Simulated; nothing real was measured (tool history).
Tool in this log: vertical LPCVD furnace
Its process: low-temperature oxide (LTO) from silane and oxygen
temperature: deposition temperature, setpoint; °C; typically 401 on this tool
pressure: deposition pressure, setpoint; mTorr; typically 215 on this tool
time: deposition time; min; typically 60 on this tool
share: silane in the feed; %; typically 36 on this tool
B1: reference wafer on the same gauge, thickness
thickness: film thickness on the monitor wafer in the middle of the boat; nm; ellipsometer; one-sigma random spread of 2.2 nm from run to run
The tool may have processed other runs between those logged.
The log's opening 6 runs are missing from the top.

run 7 hour=304.9 | temperature=408 pressure=200 time=60 share=36 | B1=472.42 | thickness=430.38
run 8 hour=340 | temperature=401 pressure=190 time=60 share=34 | B1=471.24 | thickness=351.21
run 9 hour=393.3 | temperature=401 pressure=215 time=60 share=33 | B1=470.17 | thickness=377
run 10 hour=442.4 | temperature=401 pressure=215 time=60 share=33 | B1=469.23 | thickness=378.15
-- hour=497.5 thermocouples replaced and temperature profile calibrated
run 11 hour=509.9 | temperature=401 pressure=195 time=60 share=36 | B1=467.81 | thickness=382.88
run 12 hour=538.9 | temperature=401 pressure=215 time=60 share=36 | B1=467.76 | thickness=425.75
run 13 hour=607.7 | temperature=401 pressure=215 time=60 share=36 | B1=467.09 | thickness=421.63
run 14 hour=638.2 | temperature=401 pressure=215 time=42.5 share=33 | B1=467.08 | thickness=269.34
-- hour=692 silane flow controller replaced
run 15 hour=833.9 | temperature=412 pressure=215 time=60 share=36 | B1=464.73 | thickness=477.05
run 16 hour=897.8 | temperature=401 pressure=215 time=60 share=36 | B1=464.64 | thickness=418.43
run 17 hour=966.6 | temperature=408 pressure=215 time=60 share=36 | B1=463.34 | thickness=453.44
run 18 hour=997.3 | temperature=391 pressure=165 time=36 share=33 | B1=463.49 | thickness=150.94
run 19 hour=1064.5 | temperature=407 pressure=200 time=66.5 share=38 | B1=463.63 | thickness=493.43
-- hour=1213.8 pressure gauge zeroed
run 20 hour=1270.8 | temperature=401 pressure=215 time=60 share=31 | B1=462.65 | thickness=340.23
-- hour=1277 gauge calibrated
run 21 hour=1397.2 | temperature=401 pressure=215 time=70 share=41 | B1=481.97 | thickness=594.01
run 22 hour=1454.8 | temperature=401 pressure=250 time=75 share=40 | B1=479.68 | thickness=719.88
run 23 hour=1494.9 | temperature=401 pressure=215 time=60 share=36 | B1=477.56 | thickness=433.86
run 24 hour=1535.4 | temperature=401 pressure=215 time=60 share=36 | B1=476.67 | thickness=436.49
run 25 hour=1595.6 | temperature=396 pressure=185 time=60 share=30 | B1=474.69 | thickness=270.41
run 26 hour=1622 | temperature=395 pressure=215 time=74 share=36 | B1=473.46 | thickness=493.4
run 27 hour=1659.6 | temperature=411 pressure=215 time=60 share=36 | B1=472.65 | thickness=478.01
run 28 hour=1696.2 | temperature=401 pressure=230 time=60 share=30 | B1=471.9 | thickness=353.78
run 29 hour=1722.7 | temperature=401 pressure=175 time=84 share=36 | B1=471.69 | thickness=485.28
run 30 hour=1787.6 | temperature=401 pressure=215 time=60 share=36 | B1=469.37 | thickness=427.61
run 31 hour=1812.1 | temperature=401 pressure=215 time=60 share=36 | B1=468.98 | thickness=426.69

Alternative continuations, all from the tool just after run 31; predict every row:
run A hour=1817.3 | temperature=401 pressure=215 time=60 share=41 | B1=? | thickness=?
run B hour=1817.3 | temperature=394 pressure=185 time=60 share=31 | B1=? | thickness=?
run C hour=1817.3 | temperature=401 pressure=215 time=38.5 share=36 | B1=? | thickness=?
run D hour=1817.3 | temperature=401 pressure=190 time=60 share=39 | B1=? | thickness=?

run=A B1=468.88 thickness=498.56
run=B B1=468.88 thickness=273.74
run=C B1=468.88 thickness=272.49
run=D B1=468.88 thickness=415.19
What these runs would have given with no unlogged condition in the tool:
run=A thickness=518.75
run=B thickness=284.82
run=C thickness=283.53
run=D thickness=432

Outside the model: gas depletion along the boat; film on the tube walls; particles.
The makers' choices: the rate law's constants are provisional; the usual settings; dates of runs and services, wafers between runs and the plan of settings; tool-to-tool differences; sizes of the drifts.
